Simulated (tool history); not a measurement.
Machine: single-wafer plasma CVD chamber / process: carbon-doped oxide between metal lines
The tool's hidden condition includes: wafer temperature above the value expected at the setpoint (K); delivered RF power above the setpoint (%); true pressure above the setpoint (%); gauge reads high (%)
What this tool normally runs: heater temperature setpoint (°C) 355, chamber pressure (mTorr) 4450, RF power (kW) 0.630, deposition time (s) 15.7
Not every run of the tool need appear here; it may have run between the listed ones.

run	hour	heater temperature setpoint (°C)	chamber pressure (mTorr)	RF power (kW)	deposition time (s)	wafers since the last listed run	hours since the last thermocouple change	hours since the last RF generator calibration	hours since the last manometer calibration	hours since the showerhead was replaced	hours since the gauge calibration	read-back reference wafer on the same gauge, thickness_nm	mean film thickness on the monitor wafer (nm)
1	0.0	355	4450	0.630	16.4	0	851.9	470.3	1051.3	1669.1	2876.8	73.835	91.638
# hour 89.8: capacitance manometer re-zeroed and calibrated
2	95.6	355	4450	0.630	16.4	1727	947.5	565.9	5.8	1764.7	2972.4	73.773	91.530
3	203.4	355	4450	0.630	15.7	2125	1055.3	673.7	113.6	1872.5	3080.2	73.806	88.304
4	248.2	355	4450	0.630	15.7	883	1100.1	718.5	158.4	1917.3	3125.0	73.798	87.833
5	318.5	344	4450	0.630	15.7	1386	1170.4	788.8	228.7	1987.6	3195.3	73.807	90.203
6	415.9	344	4450	0.630	15.7	1920	1267.8	886.2	326.1	2085.0	3292.7	73.769	89.991
7	476.9	355	4450	0.630	15.7	1202	1328.8	947.2	387.1	2146.0	3353.7	73.758	87.326
# hour 531.1: RF generator calibrated
8	531.6	355	4450	0.630	15.7	920	1383.5	0.5	441.8	2200.7	3408.4	73.789	87.271
9	592.0	355	5170	0.630	12.8	1190	1443.9	60.9	502.2	2261.1	3468.8	73.796	72.905
10	728.5	355	4450	0.630	16.4	2691	1580.4	197.4	638.7	2397.6	3605.3	73.826	91.040
11	766.4	366	4450	0.630	15.7	747	1618.3	235.3	676.6	2435.5	3643.2	73.875	85.494
# hour 839.7: gauge calibrated
12	874.4	355	4450	0.675	17.3	2129	1726.3	343.3	784.6	2543.5	34.7	73.816	101.451
# hour 909.4: thermocouple changed; heater temperature recalibrated
# hour 943.4: showerhead replaced
13	957.4	346	4450	0.630	15.7	1321	48.0	426.3	867.6	14.0	117.7	73.798	90.724
14	994.0	355	5520	0.630	18.5	721	84.6	462.9	904.2	50.6	154.3	73.801	107.142
15	1082.2	355	4450	0.585	17.9	1739	172.8	551.1	992.4	138.8	242.5	73.787	94.296
# hour 1174.0: capacitance manometer re-zeroed and calibrated
16	1174.5	355	4450	0.630	15.7	1662	265.1	643.4	0.5	231.1	334.8	73.749	88.878
# hour 1456.5: RF generator calibrated
17	1457.0	355	4450	0.630	15.7	5412	547.6	0.5	283.0	513.6	617.3	73.759	88.836
18	1527.6	355	5400	0.535	15.7	1392	618.2	71.1	353.6	584.2	687.9	73.751	77.914
19	1612.2	364	4790	0.630	17.1	1668	702.8	155.7	438.2	668.8	772.5	73.774	95.233
20	1698.6	343	3540	0.740	13.2	1703	789.2	242.1	524.6	755.2	858.9	73.830	85.473
21	1774.1	355	4450	0.630	15.7	1488	864.7	317.6	600.1	830.7	934.4	73.790	88.134
22	1842.1	343	4450	0.630	15.7	1340	932.7	385.6	668.1	898.7	1002.4	73.811	91.281
23	1898.3	355	4450	0.630	15.7	1108	988.9	441.8	724.3	954.9	1058.6	73.838	88.506
24	1961.3	355	4450	0.630	13.2	1242	1051.9	504.8	787.3	1017.9	1121.6	73.843	74.470
25	2043.1	351	5450	0.690	15.7	1612	1133.7	586.6	869.1	1099.7	1203.4	73.845	97.964
26	2115.7	355	4450	0.750	14.9	1431	1206.3	659.2	941.7	1172.3	1276.0	73.788	96.004
27	2187.6	355	4450	0.630	16.6	1417	1278.2	731.1	1013.6	1244.2	1347.9	73.786	92.768

Forecast each of these 5 alternatives for the next run:
A	2188.0	355	4450	0.630	17.8	7	1278.6	731.5	1014.0	1244.6	1348.3	?	?
B	2188.0	344	4450	0.630	16.9	7	1278.6	731.5	1014.0	1244.6	1348.3	?	?
C	2188.0	355	4450	0.630	16.8	7	1278.6	731.5	1014.0	1244.6	1348.3	?	?
D	2188.0	355	4450	0.540	15.7	7	1278.6	731.5	1014.0	1244.6	1348.3	?	?
E	2188.0	369	4450	0.670	15.7	7	1278.6	731.5	1014.0	1244.6	1348.3	?	?

run	read-back reference wafer on the same gauge, thickness_nm	mean film thickness on the monitor wafer (nm)
A	73.839	99.369
B	73.839	96.968
C	73.839	93.879
D	73.839	76.550
E	73.839	89.695
Without the tool's hidden state the same runs would have given:
run	mean film thickness on the monitor wafer (nm)
A	100.197
B	97.864
C	94.662
D	77.188
E	90.358
